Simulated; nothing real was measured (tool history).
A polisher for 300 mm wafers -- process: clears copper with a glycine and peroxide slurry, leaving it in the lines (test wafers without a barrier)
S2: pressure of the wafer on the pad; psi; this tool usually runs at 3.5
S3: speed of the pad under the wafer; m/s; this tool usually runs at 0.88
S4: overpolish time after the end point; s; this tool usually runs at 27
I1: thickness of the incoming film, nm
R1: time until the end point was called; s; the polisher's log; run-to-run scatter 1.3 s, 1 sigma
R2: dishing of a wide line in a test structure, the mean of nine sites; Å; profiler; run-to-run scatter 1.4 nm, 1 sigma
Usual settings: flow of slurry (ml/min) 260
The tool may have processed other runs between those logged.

run 1 hour=0 | flow_of_slurry_(ml/min)=260 S2=2.7 S3=0.88 S4=27 | I1=436 | R1=101.8 R2=616
run 2 hour=13.3 | flow_of_slurry_(ml/min)=260 S2=2.7 S3=0.88 S4=21 | I1=431.3 | R1=101.5 R2=512
run 3 hour=28.6 | flow_of_slurry_(ml/min)=260 S2=3.5 S3=0.88 S4=27 | I1=436.8 | R1=89.6 R2=707
run 4 hour=38.2 | flow_of_slurry_(ml/min)=260 S2=3.5 S3=0.88 S4=27 | I1=433.7 | R1=86.9 R2=716
run 5 hour=53.8 | flow_of_slurry_(ml/min)=260 S2=3.5 S3=0.88 S4=27 | I1=434 | R1=91.3 R2=667
run 6 hour=70.2 | flow_of_slurry_(ml/min)=260 S2=3.5 S3=0.88 S4=27 | I1=436.2 | R1=94.9 R2=672
run 7 hour=76.4 | flow_of_slurry_(ml/min)=260 S2=3.5 S3=0.88 S4=27 | I1=432 | R1=95.1 R2=658
run 8 hour=85.7 | flow_of_slurry_(ml/min)=260 S2=3.5 S3=0.88 S4=27 | I1=438 | R1=97.7 R2=639
-- hour=95.1 worn pad replaced by a new one
run 9 hour=101.9 | flow_of_slurry_(ml/min)=260 S2=3.5 S3=0.88 S4=27 | I1=435.7 | R1=87.2 R2=729
run 10 hour=115.6 | flow_of_slurry_(ml/min)=260 S2=3.5 S3=0.88 S4=27 | I1=438.1 | R1=88.1 R2=696
run 11 hour=126.4 | flow_of_slurry_(ml/min)=260 S2=3.8 S3=0.88 S4=21 | I1=428.7 | R1=82.2 R2=632
run 12 hour=141 | flow_of_slurry_(ml/min)=295 S2=4.1 S3=0.88 S4=27 | I1=433.1 | R1=77 R2=762
run 13 hour=147.6 | flow_of_slurry_(ml/min)=185 S2=3.5 S3=1.12 S4=27 | I1=440.4 | R1=76.9 R2=790
run 14 hour=162.6 | flow_of_slurry_(ml/min)=310 S2=2.3 S3=0.88 S4=27 | I1=435.8 | R1=117.9 R2=552
run 15 hour=175.9 | flow_of_slurry_(ml/min)=295 S2=4.1 S3=0.88 S4=27 | I1=427.1 | R1=81.9 R2=740
-- hour=186.9 head pressure recalibrated
run 16 hour=187.4 | flow_of_slurry_(ml/min)=235 S2=3.5 S3=0.64 S4=40 | I1=441.7 | R1=127.8 R2=727
-- hour=200.9 worn pad replaced by a new one
run 17 hour=201.4 | flow_of_slurry_(ml/min)=205 S2=3.5 S3=0.88 S4=27 | I1=427.6 | R1=85.5 R2=692
run 18 hour=216.3 | flow_of_slurry_(ml/min)=235 S2=3.5 S3=0.74 S4=12 | I1=434.7 | R1=102.6 R2=329
-- hour=218.1 slurry nozzle cleaned
run 19 hour=231.8 | flow_of_slurry_(ml/min)=260 S2=3.1 S3=1.02 S4=27 | I1=436.8 | R1=82.7 R2=721
run 20 hour=262.6 | flow_of_slurry_(ml/min)=260 S2=3.5 S3=0.88 S4=27 | I1=431.3 | R1=87.5 R2=703

Expected results for the next run?
run 21 hour=279.6 | flow_of_slurry_(ml/min)=180 S2=3.5 S3=0.66 S4=27 | I1=437.7 | R1=? R2=?

R1: 123.3 s
R2: 554 Å
The same run, on a tool lacking any hidden state, would have yielded R1 113.2 s, R2 593 Å.
